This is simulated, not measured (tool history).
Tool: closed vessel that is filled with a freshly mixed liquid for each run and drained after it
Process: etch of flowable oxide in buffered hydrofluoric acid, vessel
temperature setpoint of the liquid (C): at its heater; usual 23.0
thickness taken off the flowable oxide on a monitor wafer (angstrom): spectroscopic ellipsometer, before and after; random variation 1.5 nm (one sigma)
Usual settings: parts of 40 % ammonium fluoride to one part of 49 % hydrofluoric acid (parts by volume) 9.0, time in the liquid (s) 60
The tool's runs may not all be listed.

run	hour	temperature setpoint of the liquid (C)	parts of 40 % ammonium fluoride to one part of 49 % hydrofluoric acid (parts by volume)	time in the liquid (s)	read-back film thickness of the flowable oxide reference wafer, read on the same gauge (nm)	thickness taken off the flowable oxide on a monitor wafer (angstrom)
1	0.0	23.0	9.0	60	49.97	2913.7
2	30.0	23.0	9.0	60	50.01	2903.1
3	52.0	23.0	9.0	60	50.04	2874.2
4	76.6	21.0	9.0	60	50.00	2591.3
5	99.7	21.0	9.0	60	50.02	2601.8
6	119.3	23.0	9.0	75	49.97	3616.4
7	148.0	23.0	9.0	75	49.97	3596.7
# hour 160.6: gauge calibrated
8	160.7	23.0	9.0	75	50.02	3598.1
# hour 179.1: thermometer replaced
9	179.6	23.0	9.0	35	50.03	1665.1
10	194.4	23.0	9.0	60	50.05	2879.0
11	220.6	23.0	9.0	60	50.02	2863.7
# hour 233.9: hydrofluoric acid flow meter replaced
12	255.1	26.0	10.5	80	50.02	4510.1
13	283.0	23.0	9.0	50	50.02	2669.3
14	300.0	26.0	12.0	45	49.95	2211.5
15	330.0	23.0	9.0	60	50.00	3229.7
16	360.3	18.5	9.0	60	49.95	2505.4
17	386.8	23.0	12.0	85	49.99	3528.9
18	416.3	18.5	9.0	60	49.99	2470.4
19	430.1	26.0	11.5	35	50.02	1768.5
20	445.9	19.0	9.0	30	50.02	1271.7
21	467.4	27.5	9.0	60	50.00	4070.5
22	487.1	23.0	10.0	90	49.99	4431.2

5 ways to go on from here, each from the tool as it stands after run 22. What would each give?
A	487.8	23.0	9.0	60	?	?
B	487.8	23.0	9.0	80	?	?
C	487.8	27.5	10.0	45	?	?
D	487.8	27.0	12.0	85	?	?
E	487.8	23.0	12.0	80	?	?

run	read-back film thickness of the flowable oxide reference wafer, read on the same gauge (nm)	thickness taken off the flowable oxide on a monitor wafer (angstrom)
A	49.99	3177.2
B	49.99	4236.3
C	49.99	2822.1
D	49.99	4345.0
E	49.99	3292.2
Without the tool's hidden state the same runs would have given:
run	thickness taken off the flowable oxide on a monitor wafer (angstrom)
A	3223.5
B	4298.1
C	2886.0
D	4444.0
E	3367.3
